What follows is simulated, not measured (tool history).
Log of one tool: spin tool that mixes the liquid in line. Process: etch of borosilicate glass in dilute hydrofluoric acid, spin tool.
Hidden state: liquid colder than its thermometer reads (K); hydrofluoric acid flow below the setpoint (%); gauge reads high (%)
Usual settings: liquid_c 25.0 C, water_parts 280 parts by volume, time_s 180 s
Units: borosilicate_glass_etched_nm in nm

run     day  liquid_c  water_parts  time_s  wafers since the last listed run  hours since the thermometer was replaced  hours since the hydrofluoric acid flow meter was replaced  hours since the gauge calibration  read-back film thickness of the borosilicate glass reference wafer, read on the same gauge (nm)  borosilicate_glass_etched_nm
  1   0.000      25.0          280     245                                 0                                     162.0                                                     2362.8                               82.5                                                                                            80.02                         22.00
  2   2.479      25.0          280     245                               489                                     221.5                                                     2422.3                              142.0                                                                                            80.02                         22.08
  3   3.462      25.0          280     245                               194                                     245.1                                                     2445.9                              165.6                                                                                            80.02                         21.82
  4   4.754      25.0          280     180                               255                                     276.1                                                     2476.9                              196.6                                                                                            80.02                         16.05
  5   5.350      25.0          280     180                               117                                     290.4                                                     2491.2                              210.9                                                                                            79.97                         16.19
  6   6.358      25.0          280     180                               199                                     314.6                                                     2515.4                              235.1                                                                                            79.99                         16.25
  7   7.179      28.0          280     180                               162                                     334.3                                                     2535.1                              254.8                                                                                            80.02                         17.76
  8   8.125      25.0          280     180                               186                                     357.0                                                     2557.8                              277.5                                                                                            79.98                         16.05
      9.383  -- gauge calibrated
  9   9.583      20.0          370     110                               288                                     392.0                                                     2592.8                                4.8                                                                                            79.99                          5.66
 10  10.596      28.0          150     100                               200                                     416.3                                                     2617.1                               29.1                                                                                            80.04                         21.39
 11  11.429      29.0          280     225                               164                                     436.3                                                     2637.1                               49.1                                                                                            80.00                         22.82
     12.254  -- hydrofluoric acid flow meter replaced
 12  12.475      23.5          245     180                               198                                     461.4                                                        5.3                               74.2                                                                                            80.01                         18.02
 13  13.054      25.0          280     180                               114                                     475.3                                                       19.2                               88.1                                                                                            79.99                         15.97
 14  13.971      25.0          280     180                               181                                     497.3                                                       41.2                              110.1                                                                                            80.02                         15.94
     15.017  -- thermometer replaced
 15  17.908      28.5          195     255                               769                                      69.4                                                      135.7                              204.6                                                                                            80.01                         40.78
 16  19.204      25.0          380     180                               255                                     100.5                                                      166.8                              235.7                                                                                            80.02                         10.87

4 ways to go on from here, each from the tool as it stands after run 16. What would each give?
  A  19.225      25.0          280     125                                 4                                     101.0                                                      167.3                              236.2                                                                                                ?                             ?
  B  19.225      30.0          280     215                                 4                                     101.0                                                      167.3                              236.2                                                                                                ?                             ?
  C  19.225      25.0          220     250                                 4                                     101.0                                                      167.3                              236.2                                                                                                ?                             ?
  D  19.225      25.0          355     230                                 4                                     101.0                                                      167.3                              236.2                                                                                                ?                             ?

run  read-back film thickness of the borosilicate glass reference wafer, read on the same gauge (nm)  borosilicate_glass_etched_nm
  A                                                                                            79.99                         11.16
  B                                                                                            79.99                         22.73
  C                                                                                            79.99                         30.23
  D                                                                                            79.99                         15.06
Without the tool's hidden state the same runs would have given:
run  borosilicate_glass_etched_nm
  A                         11.28
  B                         22.95
  C                         30.56
  D                         15.21
